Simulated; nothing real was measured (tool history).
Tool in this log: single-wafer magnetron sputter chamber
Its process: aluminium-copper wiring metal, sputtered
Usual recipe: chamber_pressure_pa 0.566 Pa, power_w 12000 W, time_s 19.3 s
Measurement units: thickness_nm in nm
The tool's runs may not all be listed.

run	hour	chamber_pressure_pa	power_w	time_s	read-back reference wafer on the same gauge, thickness_nm	thickness_nm
1	0.0	0.566	11300	19.3	442.647	365.305
2	99.9	0.566	11300	19.3	443.274	364.664
3	177.2	0.566	12000	19.3	443.558	381.201
4	226.5	0.566	12000	19.3	443.163	384.781
# hour 241.9: sputter target and shields replaced
5	307.4	0.566	12000	19.3	443.198	381.955
6	407.3	0.566	12000	20.9	443.514	413.274
7	506.2	0.566	12000	20.9	442.998	410.504
8	587.4	0.635	12000	20.5	442.939	392.291
# hour 703.2: sputter target and shields replaced
9	802.6	0.635	12000	20.5	443.184	389.776
10	857.8	0.634	12000	17.3	442.886	327.381
11	907.9	0.634	12000	17.3	442.897	324.829
12	967.4	0.634	12000	17.3	442.759	322.546
13	1026.5	0.566	11300	19.3	442.673	367.739
# hour 1084.3: sputter target and shields replaced
14	1109.7	0.494	12000	19.3	442.757	404.797
# hour 1122.5: gauge calibrated
15	1210.2	0.647	12000	19.3	442.802	357.737
# hour 1299.0: capacitance manometer re-zeroed and calibrated
16	1305.2	0.670	13550	16.7	443.088	338.665
17	1396.1	0.771	12000	17.6	442.478	301.255
18	1494.6	0.768	12000	16.7	442.855	288.116
# hour 1533.8: sputter target and shields replaced
19	1551.0	0.566	12000	19.3	443.507	379.822
# hour 1597.7: magnet pack replaced
20	1598.2	0.566	12000	19.3	443.113	380.412
21	1882.4	0.663	14850	21.5	443.275	466.502
# hour 1893.1: sputter target and shields replaced
22	1934.4	0.466	12000	21.7	442.642	464.755
23	1985.4	0.566	12000	19.3	443.103	382.679
24	2032.5	0.434	11050	17.2	443.753	353.569

Below are 3 alternative next runs, each starting from the tool's condition after run 24. Predict each:
A	2032.9	0.479	12000	19.3	?	?
B	2032.9	0.779	9250	22.8	?	?
C	2032.9	0.405	10900	19.3	?	?

run	read-back reference wafer on the same gauge, thickness_nm	thickness_nm
A	442.807	408.032
B	442.807	323.034
C	442.807	401.912
Had the tool no hidden state, the same runs would have come out as:
run	thickness_nm
A	408.032
B	323.034
C	401.912
